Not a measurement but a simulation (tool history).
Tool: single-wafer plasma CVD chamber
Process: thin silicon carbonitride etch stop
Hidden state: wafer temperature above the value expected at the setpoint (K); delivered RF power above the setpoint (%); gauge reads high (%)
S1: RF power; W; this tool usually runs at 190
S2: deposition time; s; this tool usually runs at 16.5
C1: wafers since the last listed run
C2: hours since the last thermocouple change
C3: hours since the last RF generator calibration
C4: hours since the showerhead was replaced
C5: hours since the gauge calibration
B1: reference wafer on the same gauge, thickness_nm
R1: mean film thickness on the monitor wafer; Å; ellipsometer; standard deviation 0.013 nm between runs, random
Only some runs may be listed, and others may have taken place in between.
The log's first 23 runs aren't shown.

run	hour	S1	S2	C1	C2	C3	C4	C5	B1	R1
# hour 1154.7: gauge calibrated
24	1160.0	190	16.5	1587	873.0	298.0	859.8	5.3	8.512	89.39
25	1185.6	155	18.0	1119	898.6	323.6	885.4	30.9	8.512	93.96
26	1220.2	225	15.3	1512	933.2	358.2	920.0	65.5	8.508	85.54
27	1252.1	190	15.0	1394	965.1	390.1	951.9	97.4	8.510	81.27
28	1301.5	190	17.6	2159	1014.5	439.5	1001.3	146.8	8.514	95.28
29	1336.9	180	15.3	1547	1049.9	474.9	1036.7	182.2	8.511	81.92
30	1395.9	190	15.7	2579	1108.9	533.9	1095.7	241.2	8.510	84.99
31	1509.6	190	18.0	4971	1222.6	647.6	1209.4	354.9	8.507	97.16
32	1559.8	165	19.5	2194	1272.8	697.8	1259.6	405.1	8.512	102.92
33	1614.3	155	18.5	2382	1327.3	752.3	1314.1	459.6	8.512	96.44
34	1664.7	190	15.7	2203	1377.7	802.7	1364.5	510.0	8.507	84.46
35	1717.4	170	19.0	2304	1430.4	855.4	1417.2	562.7	8.511	100.40

Consider 4 possible next runs. They are alternatives, not a sequence: every one starts from the tool as it was left by run 35. What does each give?
A	1717.8	190	16.5	17	1430.8	855.8	1417.6	563.1	?	?
B	1717.8	215	19.2	17	1430.8	855.8	1417.6	563.1	?	?
C	1717.8	190	19.4	17	1430.8	855.8	1417.6	563.1	?	?
D	1717.8	210	16.5	17	1430.8	855.8	1417.6	563.1	?	?

run	B1	R1
A	8.510	88.90
B	8.510	105.75
C	8.510	104.53
D	8.510	90.49
Without the tool's unlogged condition, the same runs would have read:
run	R1
A	89.62
B	106.60
C	105.37
D	91.22
